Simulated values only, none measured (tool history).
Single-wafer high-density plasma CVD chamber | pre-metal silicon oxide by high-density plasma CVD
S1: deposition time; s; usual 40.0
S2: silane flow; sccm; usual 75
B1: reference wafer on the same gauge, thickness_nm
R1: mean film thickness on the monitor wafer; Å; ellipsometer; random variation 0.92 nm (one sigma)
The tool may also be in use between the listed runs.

run    hour    S1  S2       B1       R1
  1     0.0  40.0  72  273.776  2645.52
  2    69.7  40.0  72  273.806  2627.19
  3   108.0  40.0  75  273.503  2728.56
  4   154.0  40.0  75  273.752  2728.48
  5   196.6  40.0  75  273.958  2732.37
  6   236.4  38.3  70  274.100  2430.04
  7   305.5  40.0  75  273.806  2748.90
  8   339.8  40.0  75  274.257  2726.32
  9   444.1  40.0  75  274.350  2734.78
 10   483.9  40.0  75  274.119  2713.96
 11   521.6  40.0  75  274.483  2731.54
 12   580.5  40.0  75  273.561  2733.15
 13   608.9  37.8  75  274.243  2575.50
 14   653.8  36.3  75  273.937  2466.55
 15   692.8  36.3  75  273.937  2468.02
 16   752.1  42.2  89  274.413  3413.94
      765.7  -- silane flow controller replaced
 17   791.6  47.7  67  273.997  3091.21
 18   844.0  40.0  75  274.037  2890.23
 19   909.2  45.7  67  273.864  2972.28
      958.0  -- gauge calibrated
 20   959.3  40.0  75  274.264  2891.91
 21  1017.0  35.0  60  273.996  2019.45
 22  1042.3  40.0  75  273.577  2883.07
 23  1079.7  40.0  75  273.853  2876.39
 24  1146.7  47.7  69  273.774  3137.25
 25  1185.2  44.9  86  274.224  3702.01
 26  1255.6  43.5  83  273.604  3454.70
 27  1307.6  32.4  75  274.109  2310.41
 28  1358.0  43.0  80  274.345  3255.44
 29  1425.0  43.6  75  274.416  3087.15
 30  1452.2  40.0  75  274.081  2843.86
 31  1511.6  35.7  61  274.033  2045.54

Forecast each of these 5 alternatives for the next run:
  A  1512.0  40.0  75   ?   ?
  B  1512.0  45.0  75   ?   ?
  C  1512.0  47.9  86   ?   ?
  D  1512.0  44.8  61   ?   ?
  E  1512.0  36.2  62   ?   ?

run       B1       R1
  A  274.183  2835.30
  B  274.183  3189.71
  C  274.183  3893.24
  D  274.183  2582.77
  E  274.183  2121.18
Without the tool's hidden state the same runs would have given:
run       R1
  A  2937.09
  B  3304.23
  C  4033.02
  D  2675.49
  E  2197.33
